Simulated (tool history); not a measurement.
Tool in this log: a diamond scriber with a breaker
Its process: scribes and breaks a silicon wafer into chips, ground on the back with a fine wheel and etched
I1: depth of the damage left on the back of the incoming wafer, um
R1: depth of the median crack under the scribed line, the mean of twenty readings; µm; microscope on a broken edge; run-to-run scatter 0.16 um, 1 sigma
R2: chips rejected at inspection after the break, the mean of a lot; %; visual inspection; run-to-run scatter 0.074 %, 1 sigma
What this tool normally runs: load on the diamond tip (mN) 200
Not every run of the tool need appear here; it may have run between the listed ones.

run 1 hour=0.0 | load_on_the_diamond_tip_(mN)=186 | I1=0.41 | R1=10.41 R2=1.32
run 2 hour=20.6 | load_on_the_diamond_tip_(mN)=186 | I1=0.41 | R1=10.12 R2=1.29
run 3 hour=51.2 | load_on_the_diamond_tip_(mN)=186 | I1=0.36 | R1=10.29 R2=1.42
run 4 hour=73.1 | load_on_the_diamond_tip_(mN)=166 | I1=0.38 | R1=9.74 R2=2.14
run 5 hour=89.3 | load_on_the_diamond_tip_(mN)=166 | I1=0.35 | R1=10.07 R2=2.54
run 6 hour=114.3 | load_on_the_diamond_tip_(mN)=200 | I1=0.59 | R1=10.35 R2=1.07
run 7 hour=133.8 | load_on_the_diamond_tip_(mN)=200 | I1=0.59 | R1=10.52 R2=1.21
-- hour=142.5 load on the tip recalibrated
-- hour=166.8 diamond tip replaced by a new one
run 8 hour=168.0 | load_on_the_diamond_tip_(mN)=218 | I1=0.48 | R1=10.93 R2=1.27
run 9 hour=192.3 | load_on_the_diamond_tip_(mN)=251 | I1=0.76 | R1=11.27 R2=2.83

The next listed run, before its measurement:
run 10 hour=226.5 | load_on_the_diamond_tip_(mN)=161 | I1=0.40 | R1=? R2=?

Run 10 yielded R1 9.70 µm, R2 3.00 %.
Minus the tool's unlogged condition, the same run would have read R1 9.70 µm, R2 3.00 %.
